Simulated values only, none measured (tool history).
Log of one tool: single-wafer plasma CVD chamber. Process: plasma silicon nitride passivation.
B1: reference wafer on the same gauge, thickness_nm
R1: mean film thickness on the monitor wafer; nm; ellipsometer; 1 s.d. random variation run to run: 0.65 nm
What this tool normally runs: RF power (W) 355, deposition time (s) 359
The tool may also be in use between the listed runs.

Run 1, day 0: usual settings but deposition time (s) 410; B1 431.165. Result: R1 484.52 nm.
Run 2, day 0.567: usual settings but deposition time (s) 410; B1 431.185. Result: R1 485.727 nm.
Run 3, day 1.792: usual settings but deposition time (s) 410; B1 430.972. Result: R1 483.965 nm.
Run 4, day 2.712: usual settings but deposition time (s) 399; B1 430.929. Result: R1 470.543 nm.
Run 5, day 3.671: usual settings but deposition time (s) 399; B1 430.882. Result: R1 471.581 nm.
Run 6, day 4.475: usual settings but deposition time (s) 399; B1 431.181. Result: R1 471.546 nm.
Run 7, day 5.904: usual settings; B1 431.078. Result: R1 423.29 nm.
Run 8, day 7.062: usual settings; B1 431. Result: R1 423.487 nm.
Run 9, day 8.462: usual settings; B1 431.013. Result: R1 422.462 nm.
Run 10, day 9.854: usual settings; B1 431.113. Result: R1 423.666 nm.
Run 11, day 11.354: usual settings; B1 430.987. Result: R1 422.854 nm.
Run 12, day 11.988: usual settings; B1 431.002. Result: R1 424.689 nm.
Run 13, day 12.958: usual settings; B1 430.976. Result: R1 424.62 nm.
Run 14, day 13.725: usual settings; B1 430.991. Result: R1 424.637 nm.
Run 15, day 14.55: usual settings; B1 431.044. Result: R1 424.749 nm.
Run 16, day 15.904: usual settings; B1 431.16. Result: R1 423.272 nm.
Run 17, day 16.967: usual settings but RF power (W) 380; B1 431.022. Result: R1 429.682 nm.
Run 18, day 18.467: usual settings; B1 430.938. Result: R1 423.731 nm.
Run 19, day 19.233: usual settings; B1 430.839. Result: R1 423.907 nm.
Run 20, day 20.558: usual settings; B1 430.848. Result: R1 422.897 nm.
Run 21, day 25.05: usual settings; B1 430.995. Result: R1 423.626 nm.
At day 26.012: RF generator calibrated.
Run 22, day 26.138: usual settings but RF power (W) 310, deposition time (s) 379; B1 431.016. Result: R1 442.964 nm.
Run 23, day 26.704: usual settings; B1 431.04. Result: R1 430.073 nm.

Estimate the outcome of run 24 from the log above:
Run 24, day 27.517: usual settings but deposition time (s) 336; B1 ?. Result: R1 ?.

B1: 430.992
R1: 402.498 nm
With no hidden state in the tool, this same run would have given R1 403.608 nm.
